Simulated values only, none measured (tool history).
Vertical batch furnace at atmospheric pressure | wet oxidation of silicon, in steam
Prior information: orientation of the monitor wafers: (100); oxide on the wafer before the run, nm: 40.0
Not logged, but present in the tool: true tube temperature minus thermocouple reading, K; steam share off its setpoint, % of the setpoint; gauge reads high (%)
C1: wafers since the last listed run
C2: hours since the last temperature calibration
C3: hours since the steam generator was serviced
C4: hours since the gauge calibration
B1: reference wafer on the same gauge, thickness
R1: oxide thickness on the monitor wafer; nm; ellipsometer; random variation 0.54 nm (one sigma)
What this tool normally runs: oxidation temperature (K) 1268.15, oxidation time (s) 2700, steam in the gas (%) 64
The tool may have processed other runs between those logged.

run 1 hour=0 | oxidation_temperature_(K)=1268.15 oxidation_time_(s)=2700 steam_in_the_gas_(%)=64 | C1=0 C2=1371.3 C3=1116 C4=886.7 | B1=268.3 | R1=257.66
run 2 hour=27.7 | oxidation_temperature_(K)=1251.15 oxidation_time_(s)=1770 steam_in_the_gas_(%)=64 | C1=383 C2=1399 C3=1143.7 C4=914.4 | B1=268.14 | R1=169.53
run 3 hour=87.3 | oxidation_temperature_(K)=1251.15 oxidation_time_(s)=1770 steam_in_the_gas_(%)=64 | C1=825 C2=1458.6 C3=1203.3 C4=974 | B1=268 | R1=169.45
run 4 hour=121.3 | oxidation_temperature_(K)=1251.15 oxidation_time_(s)=1770 steam_in_the_gas_(%)=64 | C1=470 C2=1492.6 C3=1237.3 C4=1008 | B1=267.93 | R1=169.99
run 5 hour=183.6 | oxidation_temperature_(K)=1268.15 oxidation_time_(s)=3270 steam_in_the_gas_(%)=64 | C1=862 C2=1554.9 C3=1299.6 C4=1070.3 | B1=268 | R1=292.34
run 6 hour=222.5 | oxidation_temperature_(K)=1268.15 oxidation_time_(s)=3270 steam_in_the_gas_(%)=64 | C1=538 C2=1593.8 C3=1338.5 C4=1109.2 | B1=268.02 | R1=292.18
run 7 hour=260.7 | oxidation_temperature_(K)=1268.15 oxidation_time_(s)=3270 steam_in_the_gas_(%)=64 | C1=529 C2=1632 C3=1376.7 C4=1147.4 | B1=267.93 | R1=290.99
run 8 hour=306.2 | oxidation_temperature_(K)=1249.15 oxidation_time_(s)=2700 steam_in_the_gas_(%)=64 | C1=630 C2=1677.5 C3=1422.2 C4=1192.9 | B1=267.93 | R1=221.3
-- hour=338.6 steam generator serviced
run 9 hour=362.5 | oxidation_temperature_(K)=1249.15 oxidation_time_(s)=2700 steam_in_the_gas_(%)=64 | C1=447 C2=1733.8 C3=23.9 C4=1249.2 | B1=267.89 | R1=223.56
run 10 hour=408.3 | oxidation_temperature_(K)=1249.15 oxidation_time_(s)=2700 steam_in_the_gas_(%)=64 | C1=634 C2=1779.6 C3=69.7 C4=1295 | B1=268.04 | R1=223.44
run 11 hour=456 | oxidation_temperature_(K)=1268.15 oxidation_time_(s)=2700 steam_in_the_gas_(%)=64 | C1=660 C2=1827.3 C3=117.4 C4=1342.7 | B1=268.17 | R1=259.61
run 12 hour=517.1 | oxidation_temperature_(K)=1268.15 oxidation_time_(s)=2700 steam_in_the_gas_(%)=64 | C1=846 C2=1888.4 C3=178.5 C4=1403.8 | B1=267.95 | R1=258.56
run 13 hour=550.5 | oxidation_temperature_(K)=1268.15 oxidation_time_(s)=2700 steam_in_the_gas_(%)=64 | C1=462 C2=1921.8 C3=211.9 C4=1437.2 | B1=267.89 | R1=258.41
run 14 hour=604.7 | oxidation_temperature_(K)=1268.15 oxidation_time_(s)=3240 steam_in_the_gas_(%)=64 | C1=750 C2=1976 C3=266.1 C4=1491.4 | B1=267.96 | R1=291.72
run 15 hour=646.6 | oxidation_temperature_(K)=1268.15 oxidation_time_(s)=2700 steam_in_the_gas_(%)=64 | C1=580 C2=2017.9 C3=308 C4=1533.3 | B1=267.81 | R1=258.21
run 16 hour=688.6 | oxidation_temperature_(K)=1268.15 oxidation_time_(s)=2700 steam_in_the_gas_(%)=64 | C1=581 C2=2059.9 C3=350 C4=1575.3 | B1=267.78 | R1=257.96
run 17 hour=737.7 | oxidation_temperature_(K)=1268.15 oxidation_time_(s)=1560 steam_in_the_gas_(%)=64 | C1=680 C2=2109 C3=399.1 C4=1624.4 | B1=267.87 | R1=180.09
run 18 hour=785.1 | oxidation_temperature_(K)=1268.15 oxidation_time_(s)=2700 steam_in_the_gas_(%)=64 | C1=656 C2=2156.4 C3=446.5 C4=1671.8 | B1=267.95 | R1=259.34
run 19 hour=833.4 | oxidation_temperature_(K)=1268.15 oxidation_time_(s)=2700 steam_in_the_gas_(%)=64 | C1=669 C2=2204.7 C3=494.8 C4=1720.1 | B1=267.9 | R1=258.3
run 20 hour=862.5 | oxidation_temperature_(K)=1268.15 oxidation_time_(s)=2700 steam_in_the_gas_(%)=73 | C1=403 C2=2233.8 C3=523.9 C4=1749.2 | B1=268.06 | R1=282.94
run 21 hour=930.5 | oxidation_temperature_(K)=1268.15 oxidation_time_(s)=3270 steam_in_the_gas_(%)=64 | C1=941 C2=2301.8 C3=591.9 C4=1817.2 | B1=268.1 | R1=292.02
-- hour=992.4 thermocouples replaced and temperature profile calibrated
run 22 hour=998.7 | oxidation_temperature_(K)=1253.15 oxidation_time_(s)=1650 steam_in_the_gas_(%)=72 | C1=612 C2=6.3 C3=660.1 C4=1885.4 | B1=267.88 | R1=178.43

Forecast run 23:
run 23 hour=1041.9 | oxidation_temperature_(K)=1261.15 oxidation_time_(s)=2700 steam_in_the_gas_(%)=64 | C1=598 C2=49.5 C3=703.3 C4=1928.6 | B1=? | R1=?

B1: 267.88
R1: 244.37 nm
Had the tool carried no hidden state, the very same run would have given R1 246.54 nm.
